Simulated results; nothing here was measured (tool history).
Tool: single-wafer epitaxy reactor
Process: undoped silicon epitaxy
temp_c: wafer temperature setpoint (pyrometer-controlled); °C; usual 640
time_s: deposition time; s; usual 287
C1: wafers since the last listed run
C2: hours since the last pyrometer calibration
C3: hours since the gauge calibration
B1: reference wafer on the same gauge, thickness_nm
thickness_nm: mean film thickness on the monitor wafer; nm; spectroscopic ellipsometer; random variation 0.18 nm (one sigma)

run 1 hour=0.0 | temp_c=652 time_s=287 | C1=0 C2=904.0 C3=1496.9 | B1=37.400 | thickness_nm=45.606
run 2 hour=47.7 | temp_c=640 time_s=299 | C1=237 C2=951.7 C3=1544.6 | B1=37.369 | thickness_nm=37.594
run 3 hour=92.2 | temp_c=640 time_s=299 | C1=221 C2=996.2 C3=1589.1 | B1=37.422 | thickness_nm=37.710
run 4 hour=179.8 | temp_c=640 time_s=252 | C1=436 C2=1083.8 C3=1676.7 | B1=37.382 | thickness_nm=32.067
run 5 hour=228.6 | temp_c=640 time_s=252 | C1=243 C2=1132.6 C3=1725.5 | B1=37.422 | thickness_nm=31.863
run 6 hour=320.3 | temp_c=640 time_s=252 | C1=456 C2=1224.3 C3=1817.2 | B1=37.344 | thickness_nm=32.041
run 7 hour=359.1 | temp_c=634 time_s=287 | C1=193 C2=1263.1 C3=1856.0 | B1=37.413 | thickness_nm=32.145
run 8 hour=449.8 | temp_c=634 time_s=287 | C1=451 C2=1353.8 C3=1946.7 | B1=37.446 | thickness_nm=32.624
run 9 hour=536.4 | temp_c=634 time_s=287 | C1=431 C2=1440.4 C3=2033.3 | B1=37.412 | thickness_nm=32.595
run 10 hour=588.7 | temp_c=640 time_s=262 | C1=260 C2=1492.7 C3=2085.6 | B1=37.408 | thickness_nm=33.287
run 11 hour=674.2 | temp_c=640 time_s=262 | C1=425 C2=1578.2 C3=2171.1 | B1=37.411 | thickness_nm=33.352
run 12 hour=967.6 | temp_c=640 time_s=262 | C1=1461 C2=1871.6 C3=2464.5 | B1=37.391 | thickness_nm=33.737
-- hour=1012.9 pyrometer calibrated
run 13 hour=1057.0 | temp_c=631 time_s=287 | C1=405 C2=44.1 C3=2553.9 | B1=37.426 | thickness_nm=29.599
run 14 hour=1124.3 | temp_c=635 time_s=287 | C1=335 C2=111.4 C3=2621.2 | B1=37.365 | thickness_nm=31.867
run 15 hour=1211.1 | temp_c=640 time_s=287 | C1=432 C2=198.2 C3=2708.0 | B1=37.383 | thickness_nm=35.182
-- hour=1251.8 gauge calibrated
run 16 hour=1301.2 | temp_c=640 time_s=287 | C1=448 C2=288.3 C3=49.4 | B1=37.434 | thickness_nm=35.293
run 17 hour=1401.4 | temp_c=640 time_s=287 | C1=499 C2=388.5 C3=149.6 | B1=37.416 | thickness_nm=35.522
run 18 hour=1494.9 | temp_c=640 time_s=287 | C1=465 C2=482.0 C3=243.1 | B1=37.351 | thickness_nm=35.467
run 19 hour=1575.6 | temp_c=640 time_s=287 | C1=401 C2=562.7 C3=323.8 | B1=37.418 | thickness_nm=35.579
run 20 hour=1626.7 | temp_c=640 time_s=287 | C1=254 C2=613.8 C3=374.9 | B1=37.395 | thickness_nm=35.466
run 21 hour=1680.8 | temp_c=640 time_s=287 | C1=269 C2=667.9 C3=429.0 | B1=37.444 | thickness_nm=35.576
run 22 hour=1780.9 | temp_c=644 time_s=326 | C1=498 C2=768.0 C3=529.1 | B1=37.396 | thickness_nm=44.249
run 23 hour=1878.9 | temp_c=632 time_s=309 | C1=488 C2=866.0 C3=627.1 | B1=37.441 | thickness_nm=33.111
run 24 hour=1918.2 | temp_c=640 time_s=299 | C1=195 C2=905.3 C3=666.4 | B1=37.392 | thickness_nm=37.300
run 25 hour=1988.3 | temp_c=640 time_s=287 | C1=349 C2=975.4 C3=736.5 | B1=37.424 | thickness_nm=35.791
run 26 hour=2083.8 | temp_c=654 time_s=265 | C1=475 C2=1070.9 C3=832.0 | B1=37.431 | thickness_nm=43.461
run 27 hour=2133.2 | temp_c=648 time_s=287 | C1=246 C2=1120.3 C3=881.4 | B1=37.319 | thickness_nm=42.033
run 28 hour=2236.9 | temp_c=636 time_s=322 | C1=516 C2=1224.0 C3=985.1 | B1=37.391 | thickness_nm=37.589
run 29 hour=2275.7 | temp_c=651 time_s=251 | C1=193 C2=1262.8 C3=1023.9 | B1=37.392 | thickness_nm=39.136
run 30 hour=2374.7 | temp_c=646 time_s=287 | C1=493 C2=1361.8 C3=1122.9 | B1=37.377 | thickness_nm=40.711
run 31 hour=2421.3 | temp_c=653 time_s=251 | C1=232 C2=1408.4 C3=1169.5 | B1=37.453 | thickness_nm=40.587
run 32 hour=2462.2 | temp_c=640 time_s=287 | C1=203 C2=1449.3 C3=1210.4 | B1=37.394 | thickness_nm=36.121
run 33 hour=2541.8 | temp_c=629 time_s=337 | C1=396 C2=1528.9 C3=1290.0 | B1=37.438 | thickness_nm=33.974
run 34 hour=2620.7 | temp_c=646 time_s=231 | C1=392 C2=1607.8 C3=1368.9 | B1=37.388 | thickness_nm=33.012
run 35 hour=2694.4 | temp_c=640 time_s=287 | C1=367 C2=1681.5 C3=1442.6 | B1=37.317 | thickness_nm=36.689
run 36 hour=2774.1 | temp_c=647 time_s=320 | C1=396 C2=1761.2 C3=1522.3 | B1=37.360 | thickness_nm=46.666
run 37 hour=2817.0 | temp_c=636 time_s=322 | C1=213 C2=1804.1 C3=1565.2 | B1=37.393 | thickness_nm=37.908
run 38 hour=2917.3 | temp_c=631 time_s=320 | C1=499 C2=1904.4 C3=1665.5 | B1=37.398 | thickness_nm=34.524
-- hour=2969.7 pyrometer calibrated
run 39 hour=2981.6 | temp_c=652 time_s=231 | C1=280 C2=11.9 C3=1729.8 | B1=37.406 | thickness_nm=35.737
run 40 hour=3045.3 | temp_c=640 time_s=252 | C1=317 C2=75.6 C3=1793.5 | B1=37.398 | thickness_nm=31.056
run 41 hour=3101.6 | temp_c=640 time_s=259 | C1=280 C2=131.9 C3=1849.8 | B1=37.426 | thickness_nm=31.975
run 42 hour=3144.5 | temp_c=640 time_s=287 | C1=213 C2=174.8 C3=1892.7 | B1=37.446 | thickness_nm=35.132

The same runs without the tool's hidden state, with the same run-to-run variation:
The hidden state here: wafer temperature above the value expected at the setpoint (K); gauge reads high (%).
run=1 thickness_nm=44.458
run=2 thickness_nm=36.587
run=3 thickness_nm=36.664
run=4 thickness_nm=31.117
run=5 thickness_nm=30.885
run=6 thickness_nm=30.993
run=7 thickness_nm=31.055
run=8 thickness_nm=31.453
run=9 thickness_nm=31.364
run=10 thickness_nm=32.007
run=11 thickness_nm=32.008
run=12 thickness_nm=32.166
run=13 thickness_nm=29.569
run=14 thickness_nm=31.787
run=15 thickness_nm=35.026
run=16 thickness_nm=35.066
run=17 thickness_nm=35.214
run=18 thickness_nm=35.086
run=19 thickness_nm=35.134
run=20 thickness_nm=34.982
run=21 thickness_nm=35.048
run=22 thickness_nm=43.501
run=23 thickness_nm=32.466
run=24 thickness_nm=36.553
run=25 thickness_nm=35.019
run=26 thickness_nm=42.460
run=27 thickness_nm=41.009
run=28 thickness_nm=36.566
run=29 thickness_nm=38.069
run=30 thickness_nm=39.504
run=31 thickness_nm=39.360
run=32 thickness_nm=34.970
run=33 thickness_nm=32.809
run=34 thickness_nm=31.860
run=35 thickness_nm=35.336
run=36 thickness_nm=44.889
run=37 thickness_nm=36.399
run=38 thickness_nm=33.062
run=39 thickness_nm=35.783
run=40 thickness_nm=31.052
run=41 thickness_nm=31.931
run=42 thickness_nm=35.050
